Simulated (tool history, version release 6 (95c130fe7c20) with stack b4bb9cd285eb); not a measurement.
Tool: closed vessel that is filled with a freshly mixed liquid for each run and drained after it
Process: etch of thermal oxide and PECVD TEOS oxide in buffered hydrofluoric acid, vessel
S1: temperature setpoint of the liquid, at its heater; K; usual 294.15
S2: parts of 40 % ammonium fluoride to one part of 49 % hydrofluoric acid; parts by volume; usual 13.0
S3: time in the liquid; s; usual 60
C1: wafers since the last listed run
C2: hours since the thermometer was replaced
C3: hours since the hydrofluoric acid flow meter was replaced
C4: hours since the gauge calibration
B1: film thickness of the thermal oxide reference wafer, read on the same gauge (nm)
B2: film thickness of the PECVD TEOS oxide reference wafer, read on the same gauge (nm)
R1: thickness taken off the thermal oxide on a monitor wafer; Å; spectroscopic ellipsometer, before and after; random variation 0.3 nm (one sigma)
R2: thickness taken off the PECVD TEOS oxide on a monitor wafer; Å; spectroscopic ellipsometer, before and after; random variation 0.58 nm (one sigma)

run 1 hour=0.0 | S1=294.15 S2=13.0 S3=60 | C1=0 C2=2041.9 C3=728.3 C4=184.7 | B1=39.94 B2=30.00 | R1=423.0 R2=643.2
run 2 hour=13.1 | S1=297.15 S2=13.0 S3=60 | C1=1570 C2=2055.0 C3=741.4 C4=197.8 | B1=40.03 B2=29.99 | R1=496.8 R2=746.7
run 3 hour=23.2 | S1=294.15 S2=13.0 S3=60 | C1=1210 C2=2065.1 C3=751.5 C4=207.9 | B1=40.01 B2=30.01 | R1=420.0 R2=636.7
run 4 hour=32.8 | S1=294.15 S2=13.0 S3=60 | C1=1150 C2=2074.7 C3=761.1 C4=217.5 | B1=40.00 B2=29.98 | R1=420.0 R2=631.3
run 5 hour=47.9 | S1=294.15 S2=13.0 S3=40 | C1=1810 C2=2089.8 C3=776.2 C4=232.6 | B1=40.03 B2=30.03 | R1=278.1 R2=427.2
run 6 hour=86.3 | S1=296.15 S2=13.0 S3=60 | C1=4603 C2=2128.2 C3=814.6 C4=271.0 | B1=40.00 B2=29.98 | R1=462.9 R2=702.5
run 7 hour=99.8 | S1=296.15 S2=13.0 S3=60 | C1=1618 C2=2141.7 C3=828.1 C4=284.5 | B1=39.98 B2=29.99 | R1=462.2 R2=704.4
run 8 hour=112.8 | S1=294.15 S2=9.5 S3=60 | C1=1558 C2=2154.7 C3=841.1 C4=297.5 | B1=40.05 B2=30.01 | R1=555.5 R2=848.2
run 9 hour=130.8 | S1=294.15 S2=9.5 S3=60 | C1=2157 C2=2172.7 C3=859.1 C4=315.5 | B1=39.94 B2=30.00 | R1=548.3 R2=849.3
run 10 hour=146.8 | S1=294.15 S2=9.5 S3=60 | C1=1918 C2=2188.7 C3=875.1 C4=331.5 | B1=40.01 B2=29.97 | R1=558.7 R2=853.9
run 11 hour=163.3 | S1=294.15 S2=13.0 S3=75 | C1=1978 C2=2205.2 C3=891.6 C4=348.0 | B1=39.96 B2=30.01 | R1=517.4 R2=801.8
-- hour=173.4 hydrofluoric acid flow meter replaced
-- hour=185.9 thermometer replaced
run 12 hour=190.1 | S1=295.65 S2=9.5 S3=60 | C1=2973 C2=4.2 C3=16.7 C4=374.8 | B1=39.96 B2=30.00 | R1=696.1 R2=1074.3
run 13 hour=201.4 | S1=294.15 S2=9.5 S3=70 | C1=1354 C2=15.5 C3=28.0 C4=386.1 | B1=40.04 B2=29.98 | R1=740.7 R2=1131.8
-- hour=211.6 gauge calibrated
run 14 hour=216.5 | S1=294.15 S2=17.0 S3=90 | C1=1810 C2=30.6 C3=43.1 C4=4.9 | B1=39.97 B2=30.00 | R1=558.2 R2=833.1
run 15 hour=259.3 | S1=294.15 S2=13.0 S3=60 | C1=5130 C2=73.4 C3=85.9 C4=47.7 | B1=40.00 B2=29.99 | R1=479.7 R2=733.3
run 16 hour=304.0 | S1=296.65 S2=13.0 S3=40 | C1=5358 C2=118.1 C3=130.6 C4=92.4 | B1=39.97 B2=29.98 | R1=366.6 R2=556.7
run 17 hour=311.4 | S1=290.65 S2=8.5 S3=30 | C1=887 C2=125.5 C3=138.0 C4=99.8 | B1=40.01 B2=30.01 | R1=287.2 R2=436.1
run 18 hour=320.4 | S1=298.65 S2=11.5 S3=50 | C1=1078 C2=134.5 C3=147.0 C4=108.8 | B1=40.06 B2=29.98 | R1=572.7 R2=888.7
run 19 hour=337.5 | S1=294.15 S2=13.0 S3=60 | C1=2049 C2=151.6 C3=164.1 C4=125.9 | B1=39.96 B2=30.00 | R1=477.6 R2=734.4
run 20 hour=347.9 | S1=294.15 S2=13.0 S3=60 | C1=1246 C2=162.0 C3=174.5 C4=136.3 | B1=39.97 B2=30.00 | R1=480.1 R2=731.9
run 21 hour=357.3 | S1=291.65 S2=13.0 S3=60 | C1=1126 C2=171.4 C3=183.9 C4=145.7 | B1=39.98 B2=30.02 | R1=414.7 R2=636.4
run 22 hour=372.7 | S1=294.15 S2=15.5 S3=70 | C1=1846 C2=186.8 C3=199.3 C4=161.1 | B1=39.96 B2=30.00 | R1=462.5 R2=715.8

The same runs without the tool's hidden state, with the same run-to-run variation:
The hidden state here: liquid colder than its thermometer reads (K); hydrofluoric acid flow above the setpoint (%); gauge reads high (%).
run=1 R1=485.4 R2=738.0
run=2 R1=569.1 R2=855.4
run=3 R1=482.7 R2=731.8
run=4 R1=483.0 R2=726.0
run=5 R1=320.1 R2=491.9
run=6 R1=533.2 R2=809.1
run=7 R1=532.9 R2=812.2
run=8 R1=642.0 R2=980.2
run=9 R1=634.8 R2=983.2
run=10 R1=647.2 R2=989.0
run=11 R1=600.1 R2=929.9
run=12 R1=697.2 R2=1076.1
run=13 R1=742.4 R2=1134.3
run=14 R1=560.0 R2=835.9
run=15 R1=482.6 R2=737.8
run=16 R1=369.8 R2=561.6
run=17 R1=290.0 R2=440.4
run=18 R1=578.3 R2=897.4
run=19 R1=482.9 R2=742.6
run=20 R1=485.8 R2=740.5
run=21 R1=419.9 R2=644.4
run=22 R1=468.7 R2=725.4
